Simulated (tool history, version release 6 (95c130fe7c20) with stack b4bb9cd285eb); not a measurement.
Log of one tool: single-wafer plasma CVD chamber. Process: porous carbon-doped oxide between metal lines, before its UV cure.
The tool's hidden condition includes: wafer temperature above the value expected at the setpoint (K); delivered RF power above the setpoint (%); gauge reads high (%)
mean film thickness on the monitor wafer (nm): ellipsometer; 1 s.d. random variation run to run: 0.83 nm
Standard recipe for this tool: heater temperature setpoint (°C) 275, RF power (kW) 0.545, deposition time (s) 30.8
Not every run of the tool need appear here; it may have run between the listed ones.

run	hour	heater temperature setpoint (°C)	RF power (kW)	deposition time (s)	wafers since the last listed run	hours since the last thermocouple change	hours since the last RF generator calibration	hours since the showerhead was replaced	hours since the gauge calibration	read-back reference wafer on the same gauge, thickness_nm	mean film thickness on the monitor wafer (nm)
1	0	275	0.545	30.8	0	1134.9	610.6	5915.7	378.2	172.02	215.309
2	24.8	275	0.46	30.8	581	1159.7	635.4	5940.5	403	171.937	186.956
3	73.8	275	0.46	30.8	1148	1208.7	684.4	5989.5	452	172.093	188.555
4	138.3	275	0.605	30.8	1512	1273.2	748.9	6054	516.5	172.313	232.923
5	193.9	275	0.545	30.8	1303	1328.8	804.5	6109.6	572.1	171.992	214.864
6	230.5	275	0.545	30.8	858	1365.4	841.1	6146.2	608.7	172.244	213.916
7	267.2	275	0.545	30.8	860	1402.1	877.8	6182.9	645.4	171.771	217.028
8	331.1	275	0.545	30.8	1498	1466	941.7	6246.8	709.3	172.006	215.856
# hour 373.2: gauge calibrated
9	377.4	275	0.545	30.8	1085	1512.3	988	6293.1	4.2	172.127	214.349
# hour 391.8: showerhead replaced
10	422.1	275	0.545	34.4	860	1557	1032.7	30.3	48.9	172.102	241.329
# hour 471: RF generator calibrated
11	484.5	275	0.545	34.4	1275	1619.4	13.5	92.7	111.3	172.059	241.522
12	520.4	275	0.46	30.8	841	1655.3	49.4	128.6	147.2	172.025	188.479
13	545.7	275	0.58	33.8	593	1680.6	74.7	153.9	172.5	172.003	247.082
# hour 590.2: thermocouple changed; heater temperature recalibrated
14	591.3	262	0.545	30.8	881	1.1	120.3	199.5	218.1	172.061	225.319
15	644.8	284	0.545	33.4	1254	54.6	173.8	253	271.6	171.989	215.29
16	678.7	275	0.49	28.3	794	88.5	207.7	286.9	305.5	172.092	177.366
17	741.6	285	0.49	30.8	1474	151.4	270.6	349.8	368.4	171.76	183.492
18	767.3	275	0.58	36.2	602	177.1	296.3	375.5	394.1	171.977	259.602
19	946.2	275	0.545	30.8	4194	356	475.2	554.4	573	172.019	212.152
20	984.9	262	0.595	30.8	907	394.7	513.9	593.1	611.7	172.035	245.639
21	1013.6	275	0.545	30.8	672	423.4	542.6	621.8	640.4	171.94	211.517
# hour 1031.8: gauge calibrated
22	1142.2	275	0.545	36.7	3015	552	671.2	750.4	110.4	172.059	251.631

Branching from run 22: 3 alternative next runs. What would each branch give?
A	1142.6	283	0.545	30.8	9	552.4	671.6	750.8	110.8	?	?
B	1142.6	280	0.5	36.5	9	552.4	671.6	750.8	110.8	?	?
C	1142.6	260	0.545	30.8	9	552.4	671.6	750.8	110.8	?	?

run	read-back reference wafer on the same gauge, thickness_nm	mean film thickness on the monitor wafer (nm)
A	171.931	204.399
B	171.931	228.98
C	171.931	233.779
Had the tool no hidden state, the same runs would have come out as:
run	mean film thickness on the monitor wafer (nm)
A	201.021
B	225.137
C	229.588

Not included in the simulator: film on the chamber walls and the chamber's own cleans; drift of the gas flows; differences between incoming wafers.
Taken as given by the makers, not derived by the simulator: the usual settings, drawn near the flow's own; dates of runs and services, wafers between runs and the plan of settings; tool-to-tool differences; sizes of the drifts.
